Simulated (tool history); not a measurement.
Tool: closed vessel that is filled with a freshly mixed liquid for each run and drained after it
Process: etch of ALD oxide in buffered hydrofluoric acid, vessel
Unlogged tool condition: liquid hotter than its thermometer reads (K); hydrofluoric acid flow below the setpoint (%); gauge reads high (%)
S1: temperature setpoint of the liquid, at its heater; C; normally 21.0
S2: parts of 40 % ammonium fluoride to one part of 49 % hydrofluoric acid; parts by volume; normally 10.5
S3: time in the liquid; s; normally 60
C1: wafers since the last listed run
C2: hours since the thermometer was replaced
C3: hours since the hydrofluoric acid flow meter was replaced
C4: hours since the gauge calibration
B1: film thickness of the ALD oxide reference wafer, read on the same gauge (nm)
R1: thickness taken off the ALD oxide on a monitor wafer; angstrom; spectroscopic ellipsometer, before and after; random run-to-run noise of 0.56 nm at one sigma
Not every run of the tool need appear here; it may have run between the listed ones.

| run | hour | S1 | S2 | S3 | C1 | C2 | C3 | C4 | B1 | R1 |
|---|---|---|---|---|---|---|---|---|---|---|
| 1 | 0.0 | 17.0 | 10.5 | 60 | 0 | 2405.8 | 1963.7 | 356.1 | 140.01 | 849.4 |
| 2 | 16.9 | 17.0 | 10.5 | 60 | 1655 | 2422.7 | 1980.6 | 373.0 | 140.00 | 859.0 |
| 3 | 24.0 | 17.0 | 10.5 | 60 | 695 | 2429.8 | 1987.7 | 380.1 | 140.04 | 859.4 |
| 4 | 39.8 | 21.0 | 8.0 | 60 | 1548 | 2445.6 | 2003.5 | 395.9 | 140.04 | 1360.7 |
| 5 | 57.2 | 21.0 | 8.0 | 60 | 1704 | 2463.0 | 2020.9 | 413.3 | 140.04 | 1364.0 |
| 6 | 63.9 | 25.0 | 9.0 | 60 | 656 | 2469.7 | 2027.6 | 420.0 | 140.02 | 1532.4 |
| 7 | 79.9 | 25.0 | 9.0 | 60 | 1567 | 2485.7 | 2043.6 | 436.0 | 140.00 | 1559.8 |
| 8 | 95.5 | 25.0 | 9.0 | 60 | 1528 | 2501.3 | 2059.2 | 451.6 | 140.02 | 1535.7 |
| 9 | 106.9 | 18.0 | 10.5 | 60 | 1116 | 2512.7 | 2070.6 | 463.0 | 139.99 | 914.3 |
| 10 | 118.4 | 18.0 | 10.5 | 60 | 1126 | 2524.2 | 2082.1 | 474.5 | 139.98 | 900.2 |
|  | 122.3 | gauge calibrated |
| 11 | 133.1 | 18.0 | 10.5 | 60 | 1440 | 2538.9 | 2096.8 | 10.8 | 140.01 | 912.4 |
| 12 | 139.8 | 21.0 | 10.5 | 60 | 656 | 2545.6 | 2103.5 | 17.5 | 140.03 | 1071.2 |
| 13 | 147.8 | 22.5 | 10.5 | 60 | 783 | 2553.6 | 2111.5 | 25.5 | 139.99 | 1171.0 |
| 14 | 165.0 | 21.0 | 10.5 | 60 | 1685 | 2570.8 | 2128.7 | 42.7 | 140.02 | 1075.0 |
| 15 | 171.1 | 21.0 | 10.5 | 60 | 597 | 2576.9 | 2134.8 | 48.8 | 139.97 | 1083.9 |
| 16 | 187.7 | 21.0 | 10.5 | 60 | 1626 | 2593.5 | 2151.4 | 65.4 | 140.02 | 1073.2 |
| 17 | 194.8 | 21.0 | 7.0 | 60 | 695 | 2600.6 | 2158.5 | 72.5 | 139.99 | 1560.0 |
| 18 | 205.8 | 21.0 | 7.0 | 40 | 1077 | 2611.6 | 2169.5 | 83.5 | 139.97 | 1038.3 |
| 19 | 215.2 | 23.0 | 10.5 | 60 | 920 | 2621.0 | 2178.9 | 92.9 | 140.01 | 1190.2 |
|  | 218.4 | hydrofluoric acid flow meter replaced |
|  | 224.7 | thermometer replaced |
| 20 | 225.2 | 25.5 | 14.5 | 70 | 783 | 0.5 | 6.8 | 102.9 | 139.99 | 1148.3 |
| 21 | 234.3 | 19.5 | 12.5 | 30 | 891 | 9.6 | 15.9 | 112.0 | 140.01 | 406.9 |
| 22 | 251.0 | 21.0 | 10.5 | 60 | 1636 | 26.3 | 32.6 | 128.7 | 139.98 | 1050.7 |
| 23 | 266.8 | 17.0 | 7.5 | 95 | 1548 | 42.1 | 48.4 | 144.5 | 140.00 | 1810.1 |
| 24 | 281.1 | 21.0 | 8.0 | 60 | 1401 | 56.4 | 62.7 | 158.8 | 139.99 | 1345.7 |
| 25 | 297.3 | 21.0 | 10.5 | 60 | 1587 | 72.6 | 78.9 | 175.0 | 139.97 | 1055.9 |
| 26 | 310.5 | 17.0 | 12.5 | 30 | 1293 | 85.8 | 92.1 | 188.2 | 140.04 | 352.5 |
| 27 | 318.1 | 22.5 | 6.5 | 70 | 744 | 93.4 | 99.7 | 195.8 | 139.99 | 2092.9 |
| 28 | 328.8 | 19.5 | 8.0 | 95 | 1048 | 104.1 | 110.4 | 206.5 | 140.00 | 1930.2 |
| 29 | 339.2 | 21.0 | 10.5 | 60 | 1018 | 114.5 | 120.8 | 216.9 | 139.99 | 1049.9 |
| 30 | 356.2 | 25.0 | 9.0 | 60 | 1665 | 131.5 | 137.8 | 233.9 | 139.96 | 1486.5 |
| 31 | 368.1 | 21.0 | 10.5 | 90 | 1165 | 143.4 | 149.7 | 245.8 | 139.97 | 1569.9 |
| 32 | 382.4 | 24.5 | 10.5 | 60 | 1401 | 157.7 | 164.0 | 260.1 | 139.98 | 1280.3 |
| 33 | 396.1 | 25.5 | 7.0 | 60 | 1342 | 171.4 | 177.7 | 273.8 | 140.01 | 1948.7 |
| 34 | 406.2 | 24.0 | 14.0 | 45 | 989 | 181.5 | 187.8 | 283.9 | 140.02 | 698.7 |
| 35 | 412.6 | 25.0 | 8.5 | 75 | 627 | 187.9 | 194.2 | 290.3 | 139.99 | 1956.0 |

Difference, measured minus no-hidden-state, one row per run. Run-to-run variation is common to both terms; the gauge's own scatter need not be:
| run | R1 |
|---|---|
| 1 | +19.3 |
| 2 | +19.6 |
| 3 | +19.8 |
| 4 | +11.3 |
| 5 | +12.0 |
| 6 | +77.6 |
| 7 | +79.3 |
| 8 | +77.5 |
| 9 | +19.5 |
| 10 | +19.2 |
| 11 | +19.7 |
| 12 | +19.8 |
| 13 | +20.2 |
| 14 | +20.2 |
| 15 | +19.9 |
| 16 | +19.9 |
| 17 | +6.6 |
| 18 | +4.3 |
| 19 | +19.4 |
| 20 | -5.3 |
| 21 | -1.7 |
| 22 | -4.1 |
| 23 | -10.2 |
| 24 | -8.3 |
| 25 | -4.2 |
| 26 | -1.3 |
| 27 | -4.0 |
| 28 | -11.3 |
| 29 | -4.0 |
| 30 | +4.5 |
| 31 | -6.4 |
| 32 | -5.2 |
| 33 | -13.4 |
| 34 | -3.1 |
| 35 | -14.5 |
